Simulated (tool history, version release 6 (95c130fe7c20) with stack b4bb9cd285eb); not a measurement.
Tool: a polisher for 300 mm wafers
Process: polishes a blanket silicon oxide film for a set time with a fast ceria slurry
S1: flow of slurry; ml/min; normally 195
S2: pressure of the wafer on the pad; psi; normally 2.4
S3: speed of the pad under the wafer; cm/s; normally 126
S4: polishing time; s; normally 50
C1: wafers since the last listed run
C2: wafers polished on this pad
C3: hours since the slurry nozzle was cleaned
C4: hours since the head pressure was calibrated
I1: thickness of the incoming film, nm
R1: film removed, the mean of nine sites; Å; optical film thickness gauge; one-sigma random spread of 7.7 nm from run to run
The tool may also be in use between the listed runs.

run 1 day=0.000 | S1=195 S2=2.4 S3=126 S4=50 | C1=0 C2=2950 C3=597.5 C4=11.9 | I1=2352.0 | R1=7797
run 2 day=2.804 | S1=195 S2=2.4 S3=100 S4=50 | C1=759 C2=3709 C3=664.8 C4=79.2 | I1=2386.4 | R1=6671
-- day=4.621 slurry nozzle cleaned
run 3 day=6.067 | S1=195 S2=2.4 S3=100 S4=50 | C1=872 C2=4582 C3=34.7 C4=157.5 | I1=2386.4 | R1=6678
run 4 day=7.629 | S1=195 S2=2.4 S3=100 S4=50 | C1=423 C2=5006 C3=72.2 C4=195.0 | I1=2387.7 | R1=6662
run 5 day=11.717 | S1=195 S2=2.4 S3=126 S4=50 | C1=1107 C2=6113 C3=170.3 C4=293.1 | I1=2342.7 | R1=7777
run 6 day=14.688 | S1=195 S2=2.4 S3=126 S4=50 | C1=805 C2=6918 C3=241.6 C4=364.4 | I1=2310.1 | R1=7837
-- day=15.138 worn pad replaced by a new one
run 7 day=16.821 | S1=195 S2=2.4 S3=104 S4=50 | C1=532 C2=456 C3=292.8 C4=415.6 | I1=2363.9 | R1=6862
run 8 day=20.262 | S1=195 S2=2.4 S3=126 S4=64 | C1=932 C2=1388 C3=375.4 C4=498.2 | I1=2371.5 | R1=9804
run 9 day=22.558 | S1=195 S2=2.4 S3=126 S4=64 | C1=622 C2=2010 C3=430.5 C4=553.3 | I1=2353.2 | R1=9985
run 10 day=24.792 | S1=195 S2=2.4 S3=126 S4=50 | C1=605 C2=2616 C3=484.1 C4=606.9 | I1=2346.7 | R1=7790
run 11 day=27.846 | S1=195 S2=2.4 S3=126 S4=50 | C1=827 C2=3443 C3=557.4 C4=680.2 | I1=2330.5 | R1=7821
-- day=28.338 head pressure recalibrated
run 12 day=31.567 | S1=195 S2=2.4 S3=126 S4=50 | C1=985 C2=4429 C3=646.7 C4=77.5 | I1=2387.3 | R1=7747
run 13 day=33.142 | S1=195 S2=2.4 S3=140 S4=50 | C1=426 C2=4856 C3=684.5 C4=115.3 | I1=2347.4 | R1=8269
run 14 day=37.446 | S1=195 S2=2.4 S3=140 S4=50 | C1=1166 C2=6022 C3=787.8 C4=218.6 | I1=2326.9 | R1=8408
-- day=38.208 slurry nozzle cleaned
run 15 day=39.304 | S1=195 S2=2.4 S3=162 S4=58 | C1=492 C2=6515 C3=26.3 C4=263.2 | I1=2358.4 | R1=10936
run 16 day=41.096 | S1=195 S2=2.6 S3=108 S4=58 | C1=485 C2=7000 C3=69.3 C4=306.2 | I1=2315.1 | R1=8522
-- day=44.892 worn pad replaced by a new one
run 17 day=44.912 | S1=195 S2=2.4 S3=126 S4=50 | C1=989 C2=5 C3=160.9 C4=397.8 | I1=2336.7 | R1=7692
run 18 day=48.979 | S1=195 S2=2.4 S3=126 S4=50 | C1=1102 C2=1107 C3=258.5 C4=495.4 | I1=2346.8 | R1=7865
run 19 day=53.150 | S1=240 S2=2.9 S3=168 S4=50 | C1=1130 C2=2237 C3=358.6 C4=595.5 | I1=2366.3 | R1=11176
-- day=55.325 head pressure recalibrated
run 20 day=56.967 | S1=195 S2=2.4 S3=156 S4=50 | C1=1011 C2=3249 C3=450.2 C4=39.4 | I1=2376.2 | R1=9120
run 21 day=59.196 | S1=230 S2=3.2 S3=86 S4=45 | C1=604 C2=3853 C3=503.7 C4=92.9 | I1=2370.5 | R1=6673
run 22 day=61.958 | S1=195 S2=2.4 S3=150 S4=44 | C1=748 C2=4601 C3=570.0 C4=159.2 | I1=2365.7 | R1=7804
run 23 day=66.025 | S1=195 S2=2.1 S3=108 S4=50 | C1=1102 C2=5704 C3=667.6 C4=256.8 | I1=2353.7 | R1=6402
run 24 day=68.608 | S1=220 S2=2.4 S3=126 S4=63 | C1=700 C2=6404 C3=729.6 C4=318.8 | I1=2345.9 | R1=9880
run 25 day=70.229 | S1=195 S2=2.8 S3=160 S4=50 | C1=439 C2=6843 C3=768.5 C4=357.7 | I1=2320.6 | R1=10399
-- day=70.746 slurry nozzle cleaned
-- day=73.017 worn pad replaced by a new one
run 26 day=73.621 | S1=145 S2=3.1 S3=100 S4=50 | C1=862 C2=163 C3=69.0 C4=439.1 | I1=2343.2 | R1=7318
run 27 day=77.083 | S1=175 S2=2.7 S3=88 S4=50 | C1=938 C2=1101 C3=152.1 C4=522.2 | I1=2313.7 | R1=6411
run 28 day=78.596 | S1=195 S2=1.9 S3=92 S4=50 | C1=409 C2=1511 C3=188.4 C4=558.5 | I1=2353.3 | R1=5357
run 29 day=80.129 | S1=195 S2=2.4 S3=126 S4=50 | C1=415 C2=1926 C3=225.2 C4=595.3 | I1=2378.5 | R1=7765
run 30 day=83.296 | S1=230 S2=2.4 S3=126 S4=50 | C1=858 C2=2785 C3=301.2 C4=671.3 | I1=2349.8 | R1=8022
run 31 day=86.204 | S1=220 S2=2.4 S3=126 S4=63 | C1=788 C2=3573 C3=371.0 C4=741.1 | I1=2343.9 | R1=10038
-- day=87.088 head pressure recalibrated
run 32 day=89.392 | S1=165 S2=2.1 S3=126 S4=41 | C1=841 C2=4414 C3=447.5 C4=55.3 | I1=2369.4 | R1=5662
run 33 day=92.338 | S1=195 S2=2.4 S3=84 S4=50 | C1=798 C2=5212 C3=518.2 C4=126.0 | I1=2330.4 | R1=5895
run 34 day=94.271 | S1=195 S2=2.9 S3=126 S4=44 | C1=523 C2=5736 C3=564.6 C4=172.4 | I1=2349.6 | R1=7820
-- day=104.525 worn pad replaced by a new one
run 35 day=105.804 | S1=250 S2=1.7 S3=156 S4=59 | C1=3080 C2=346 C3=841.4 C4=449.2 | I1=2311.5 | R1=8775
-- day=107.212 slurry nozzle cleaned
run 36 day=109.788 | S1=230 S2=2.7 S3=126 S4=50 | C1=1068 C2=1414 C3=61.8 C4=544.8 | I1=2312.6 | R1=8656
run 37 day=113.804 | S1=195 S2=2.4 S3=126 S4=50 | C1=1088 C2=2503 C3=158.2 C4=641.2 | I1=2338.9 | R1=7722
run 38 day=118.221 | S1=215 S2=2.4 S3=90 S4=50 | C1=1196 C2=3700 C3=264.2 C4=747.2 | I1=2364.6 | R1=6224

Hidden condition of the tool, last listed run before each entry between runs versus first listed run after:
Logged between run 2 and run 3: slurry nozzle cleaned (day 4.621)
  nothing in the hidden state changes from one run to the other
Logged between run 6 and run 7: worn pad replaced by a new one (day 15.138)
  nothing in the hidden state changes from one run to the other
Logged between run 11 and run 12: head pressure recalibrated (day 28.338)
  nothing in the hidden state changes from one run to the other
Logged between run 14 and run 15: slurry nozzle cleaned (day 38.208)
  nothing in the hidden state changes from one run to the other
Logged between run 16 and run 17: worn pad replaced by a new one (day 44.892)
  nothing in the hidden state changes from one run to the other
Logged between run 19 and run 20: head pressure recalibrated (day 55.325)
  nothing in the hidden state changes from one run to the other
Logged between run 25 and run 26: slurry nozzle cleaned (day 70.746); worn pad replaced by a new one (day 73.017)
  nothing in the hidden state changes from one run to the other
Logged between run 31 and run 32: head pressure recalibrated (day 87.088)
  nothing in the hidden state changes from one run to the other
Logged between run 34 and run 35: worn pad replaced by a new one (day 104.525)
  nothing in the hidden state changes from one run to the other
Logged between run 35 and run 36: slurry nozzle cleaned (day 107.212)
  nothing in the hidden state changes from one run to the other

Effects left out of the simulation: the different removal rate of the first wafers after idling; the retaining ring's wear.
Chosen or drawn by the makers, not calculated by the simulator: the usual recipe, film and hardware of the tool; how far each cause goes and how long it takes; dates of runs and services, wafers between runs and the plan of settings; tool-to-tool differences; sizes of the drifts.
